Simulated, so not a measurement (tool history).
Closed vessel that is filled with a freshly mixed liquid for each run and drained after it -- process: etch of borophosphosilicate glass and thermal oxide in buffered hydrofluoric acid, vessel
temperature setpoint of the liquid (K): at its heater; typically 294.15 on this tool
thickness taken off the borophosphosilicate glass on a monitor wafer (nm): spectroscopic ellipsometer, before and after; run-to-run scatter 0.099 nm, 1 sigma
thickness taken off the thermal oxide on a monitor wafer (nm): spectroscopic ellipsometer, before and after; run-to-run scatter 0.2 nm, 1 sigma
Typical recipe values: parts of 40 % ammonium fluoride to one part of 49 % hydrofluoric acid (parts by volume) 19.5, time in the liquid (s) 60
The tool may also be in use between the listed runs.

run	hour	temperature setpoint of the liquid (K)	parts of 40 % ammonium fluoride to one part of 49 % hydrofluoric acid (parts by volume)	time in the liquid (s)	wafers since the last listed run	hours since the thermometer was replaced	hours since the hydrofluoric acid flow meter was replaced	hours since the gauge calibration	read-back film thickness of the borophosphosilicate glass reference wafer, read on the same gauge (nm)	read-back film thickness of the thermal oxide reference wafer, read on the same gauge (nm)	thickness taken off the borophosphosilicate glass on a monitor wafer (nm)	thickness taken off the thermal oxide on a monitor wafer (nm)
1	0	294.15	19.5	60	0	2621.1	1713.2	74	69.99	40.03	35.78	36.39
2	16.8	294.15	19.5	60	1403	2637.9	1730	90.8	70	40.04	35.67	35.94
3	31.5	294.15	19.5	60	1227	2652.6	1744.7	105.5	69.99	39.98	35.75	35.65
4	42.1	294.15	19.5	85	885	2663.2	1755.3	116.1	69.99	39.98	50.94	51.2
5	55.5	294.15	19.5	85	1119	2676.6	1768.7	129.5	70.03	39.97	50.97	51.47
6	65.9	294.15	19.5	85	868	2687	1779.1	139.9	69.99	39.97	50.88	50.75
7	75.4	291.65	19.5	60	793	2696.5	1788.6	149.4	70.01	40.02	31.31	31.44
8	88	294.15	19.5	75	1052	2709.1	1801.2	162	70	39.96	44.79	44.95
# hour 115: hydrofluoric acid flow meter replaced
9	119.6	294.15	19.5	75	2556	2740.7	4.6	193.6	69.99	39.96	44.85	45.39
10	132.3	294.15	19.5	75	1060	2753.4	17.3	206.3	70.01	40.04	45.34	45.3
# hour 141.3: gauge calibrated
11	147.6	294.15	19.5	60	1278	2768.7	32.6	6.3	70	40.01	36.09	36.08
# hour 156.7: thermometer replaced
12	164.8	294.15	19.5	80	1353	8.1	49.8	23.5	69.99	39.99	41.75	42.33
13	173.9	294.15	19.5	75	760	17.2	58.9	32.6	69.99	40.01	39.3	39.4
14	186.9	291.65	17.5	60	1085	30.2	71.9	45.6	70	40.02	30.36	30.76
15	196.6	298.15	19.5	60	810	39.9	81.6	55.3	70	39.97	39.08	39.15
16	208.8	292.15	21.5	95	1019	52.1	93.8	67.5	70.01	40	41.45	41.77
17	219.6	294.15	19.5	50	902	62.9	104.6	78.3	69.99	40	26.24	26.34
18	234.4	294.15	14.5	45	1236	77.7	119.4	93.1	69.98	39.99	31.5	31.85
19	252	294.15	14.5	85	1470	95.3	137	110.7	69.98	40.01	59.93	59.8
20	269.1	290.15	19.5	80	1428	112.4	154.1	127.8	69.98	40.04	33.82	33.67
21	280.1	294.15	11.5	60	918	123.4	165.1	138.8	70.01	39.99	53.01	53.41

The logged runs with the hidden state left out (each run's random variation unchanged):
Hidden state at play: liquid hotter than its thermometer reads (K); hydrofluoric acid flow below the setpoint (%); gauge reads high (%).
run	thickness taken off the borophosphosilicate glass on a monitor wafer (nm)	thickness taken off the thermal oxide on a monitor wafer (nm)
1	31.2	31.68
2	31.09	31.28
3	31.12	31
4	44.32	44.48
5	44.33	44.7
6	44.23	44.05
7	27.14	27.21
8	38.89	38.97
9	38.88	39.29
10	39.28	39.19
11	31.25	31.19
12	41.52	42.09
13	39.09	39.18
14	30.16	30.55
15	38.8	38.87
16	41.13	41.44
17	26.02	26.12
18	31.22	31.57
19	59.34	59.21
20	33.46	33.3
21	52.43	52.82

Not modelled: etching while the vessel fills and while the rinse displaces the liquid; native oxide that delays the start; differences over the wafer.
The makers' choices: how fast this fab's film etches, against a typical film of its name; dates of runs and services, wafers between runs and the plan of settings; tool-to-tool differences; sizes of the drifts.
